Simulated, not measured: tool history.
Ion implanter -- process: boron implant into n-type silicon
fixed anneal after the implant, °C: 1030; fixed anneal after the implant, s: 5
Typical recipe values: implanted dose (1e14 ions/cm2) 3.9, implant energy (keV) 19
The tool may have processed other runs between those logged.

run	hour	implanted dose (1e14 ions/cm2)	implant energy (keV)	read-back reference wafer on the same gauge, sheet resistance	sheet resistance of the implanted and annealed layer (ohm/square)
1	0	3.9	19	271.02	266.34
2	16.8	3.9	19	271.06	266.42
3	33.4	3.02	23	270.92	319.76
4	68.5	3.02	23	271.03	319.84
5	76.3	3.02	23	271.04	320.21
6	85.9	3.9	19	270.98	267.19
# hour 126.1: Faraday cup replaced and dose calibrated
7	131.4	3.9	19	271.06	256.85
8	148.6	3.9	19	270.86	257.66
9	158	3.9	19	271.03	257.24
10	169	3.9	19	271.08	257.09
# hour 169.3: gauge calibrated
11	176.2	3.9	19	270.92	257.74
# hour 186.1: extraction supply calibrated
12	190	3.9	19	270.91	257.17
13	197.7	3.9	19	270.93	257.92
14	244.5	4.97	22	270.93	208.65
15	256.6	3.9	21.5	270.93	254.91
16	266.6	4.75	25	271.16	213.95
17	276.5	3.9	19	271.07	257.99
18	293.7	2.97	15	271.01	330.11
19	303	4.19	15.5	271.01	249.74
20	309.1	4.78	21.5	270.97	216.73
21	322.6	3.54	15	271.19	286.22
22	329	4.71	14	270.97	228.14
23	344.7	3.13	14	270.95	319.35

Here are 3 independent what-if runs from the current tool condition. What would each one return?
A	345.1	4.4	19	?	?
B	345.1	4.78	19	?	?
C	345.1	3.11	21	?	?

run	read-back reference wafer on the same gauge, sheet resistance	sheet resistance of the implanted and annealed layer (ohm/square)
A	270.94	235.74
B	270.94	220.39
C	270.94	307.94
The same runs, with their run-to-run variation unchanged, on a tool lacking any hidden condition would have given:
run	sheet resistance of the implanted and annealed layer (ohm/square)
A	235.61
B	220.26
C	307.77
